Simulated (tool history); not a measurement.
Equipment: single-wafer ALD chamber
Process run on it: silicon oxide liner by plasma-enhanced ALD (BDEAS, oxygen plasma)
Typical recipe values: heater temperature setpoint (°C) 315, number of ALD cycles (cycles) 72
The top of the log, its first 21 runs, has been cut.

run	day	heater temperature setpoint (°C)	number of ALD cycles (cycles)	read-back reference wafer on the same gauge, thickness_nm	mean film thickness on the monitor wafer (Å)
22	11.242	301	81	6.35	75.54
# day 11.454: gauge calibrated
23	11.971	315	72	6.463	66.68
24	12.562	300	72	6.459	68.41
25	13.229	315	66	6.451	61.08
26	14.167	325	72	6.448	65.48
27	14.504	315	72	6.447	66.49
28	15.154	321	62	6.442	56.51
29	17.396	303	72	6.428	67.58
30	18.092	322	80	6.426	72.94
31	18.7	326	80	6.415	72.22
32	19.283	315	72	6.417	66.2
33	19.925	310	76	6.409	70.3

Here are 3 independent what-if runs from the current tool condition. What would each one return?
A	19.946	315	82	?	?
B	19.946	304	67	?	?
C	19.946	315	62	?	?

run	read-back reference wafer on the same gauge, thickness_nm	mean film thickness on the monitor wafer (Å)
A	6.414	75.55
B	6.414	62.83
C	6.414	57.12
Stripped of hidden state, with their random variation kept, the same runs would have yielded:
run	mean film thickness on the monitor wafer (Å)
A	76.13
B	63.32
C	57.56
